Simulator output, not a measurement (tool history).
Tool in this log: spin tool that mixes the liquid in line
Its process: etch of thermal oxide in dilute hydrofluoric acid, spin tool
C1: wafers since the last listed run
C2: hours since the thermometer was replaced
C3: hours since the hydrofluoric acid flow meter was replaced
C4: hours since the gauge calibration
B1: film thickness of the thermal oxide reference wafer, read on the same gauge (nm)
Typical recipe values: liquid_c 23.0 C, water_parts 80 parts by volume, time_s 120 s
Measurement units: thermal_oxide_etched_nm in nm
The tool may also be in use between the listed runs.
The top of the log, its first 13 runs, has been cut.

run 14 hour=1048.1 | liquid_c=27.0 water_parts=80 time_s=120 | C1=397 C2=2067.6 C3=502.2 C4=953.1 | B1=149.98 | thermal_oxide_etched_nm=8.12
run 15 hour=1116.2 | liquid_c=26.5 water_parts=100 time_s=120 | C1=532 C2=2135.7 C3=570.3 C4=1021.2 | B1=149.98 | thermal_oxide_etched_nm=6.17
run 16 hour=1182.3 | liquid_c=23.0 water_parts=80 time_s=120 | C1=516 C2=2201.8 C3=636.4 C4=1087.3 | B1=150.01 | thermal_oxide_etched_nm=6.85
run 17 hour=1255.6 | liquid_c=23.0 water_parts=110 time_s=160 | C1=572 C2=2275.1 C3=709.7 C4=1160.6 | B1=149.97 | thermal_oxide_etched_nm=6.52
run 18 hour=1291.8 | liquid_c=25.5 water_parts=80 time_s=120 | C1=282 C2=2311.3 C3=745.9 C4=1196.8 | B1=149.99 | thermal_oxide_etched_nm=7.69
-- hour=1308.3 thermometer replaced
-- hour=1383.9 hydrofluoric acid flow meter replaced
run 19 hour=1397.3 | liquid_c=25.5 water_parts=80 time_s=120 | C1=808 C2=89.0 C3=13.4 C4=1302.3 | B1=149.97 | thermal_oxide_etched_nm=7.53
run 20 hour=1477.2 | liquid_c=26.0 water_parts=80 time_s=120 | C1=624 C2=168.9 C3=93.3 C4=1382.2 | B1=150.02 | thermal_oxide_etched_nm=7.65
run 21 hour=1574.3 | liquid_c=21.0 water_parts=50 time_s=190 | C1=758 C2=266.0 C3=190.4 C4=1479.3 | B1=150.04 | thermal_oxide_etched_nm=16.61
run 22 hour=1626.8 | liquid_c=25.5 water_parts=80 time_s=100 | C1=410 C2=318.5 C3=242.9 C4=1531.8 | B1=150.03 | thermal_oxide_etched_nm=6.27
run 23 hour=1674.2 | liquid_c=23.0 water_parts=105 time_s=185 | C1=370 C2=365.9 C3=290.3 C4=1579.2 | B1=150.03 | thermal_oxide_etched_nm=7.76
run 24 hour=1775.3 | liquid_c=18.0 water_parts=80 time_s=120 | C1=790 C2=467.0 C3=391.4 C4=1680.3 | B1=149.94 | thermal_oxide_etched_nm=5.57
run 25 hour=1819.1 | liquid_c=23.0 water_parts=115 time_s=145 | C1=342 C2=510.8 C3=435.2 C4=1724.1 | B1=150.02 | thermal_oxide_etched_nm=5.55
run 26 hour=1855.1 | liquid_c=23.0 water_parts=80 time_s=175 | C1=281 C2=546.8 C3=471.2 C4=1760.1 | B1=150.03 | thermal_oxide_etched_nm=10.11
run 27 hour=1959.0 | liquid_c=23.0 water_parts=80 time_s=120 | C1=811 C2=650.7 C3=575.1 C4=1864.0 | B1=149.98 | thermal_oxide_etched_nm=6.93
run 28 hour=2057.2 | liquid_c=23.0 water_parts=70 time_s=60 | C1=767 C2=748.9 C3=673.3 C4=1962.2 | B1=150.00 | thermal_oxide_etched_nm=4.02
run 29 hour=2161.0 | liquid_c=18.0 water_parts=115 time_s=120 | C1=811 C2=852.7 C3=777.1 C4=2066.0 | B1=150.00 | thermal_oxide_etched_nm=3.81
-- hour=2201.9 gauge calibrated
run 30 hour=2221.8 | liquid_c=19.5 water_parts=80 time_s=120 | C1=475 C2=913.5 C3=837.9 C4=19.9 | B1=149.96 | thermal_oxide_etched_nm=6.06
run 31 hour=2287.8 | liquid_c=23.0 water_parts=80 time_s=120 | C1=515 C2=979.5 C3=903.9 C4=85.9 | B1=150.00 | thermal_oxide_etched_nm=7.01
run 32 hour=2330.7 | liquid_c=18.0 water_parts=55 time_s=120 | C1=335 C2=1022.4 C3=946.8 C4=128.8 | B1=150.01 | thermal_oxide_etched_nm=8.50
-- hour=2369.9 hydrofluoric acid flow meter replaced
run 33 hour=2432.3 | liquid_c=23.0 water_parts=95 time_s=120 | C1=786 C2=1124.0 C3=62.4 C4=230.4 | B1=149.97 | thermal_oxide_etched_nm=5.61
run 34 hour=2507.2 | liquid_c=24.5 water_parts=100 time_s=120 | C1=585 C2=1198.9 C3=137.3 C4=305.3 | B1=150.01 | thermal_oxide_etched_nm=5.62

What if the next run were any one of these 4? Each begins from the tool's condition after run 34:
run A hour=2507.7 | liquid_c=27.5 water_parts=80 time_s=120 | C1=3 C2=1199.4 C3=137.8 C4=305.8 | B1=? | thermal_oxide_etched_nm=?
run B hour=2507.7 | liquid_c=23.0 water_parts=110 time_s=65 | C1=3 C2=1199.4 C3=137.8 C4=305.8 | B1=? | thermal_oxide_etched_nm=?
run C hour=2507.7 | liquid_c=23.0 water_parts=70 time_s=120 | C1=3 C2=1199.4 C3=137.8 C4=305.8 | B1=? | thermal_oxide_etched_nm=?
run D hour=2507.7 | liquid_c=26.0 water_parts=80 time_s=90 | C1=3 C2=1199.4 C3=137.8 C4=305.8 | B1=? | thermal_oxide_etched_nm=?

run=A B1=149.99 thermal_oxide_etched_nm=8.05
run=B B1=149.99 thermal_oxide_etched_nm=2.56
run=C B1=149.99 thermal_oxide_etched_nm=7.79
run=D B1=149.99 thermal_oxide_etched_nm=5.70
Without the tool's unlogged condition, the same runs would have read:
run=A thermal_oxide_etched_nm=7.98
run=B thermal_oxide_etched_nm=2.53
run=C thermal_oxide_etched_nm=7.72
run=D thermal_oxide_etched_nm=5.64
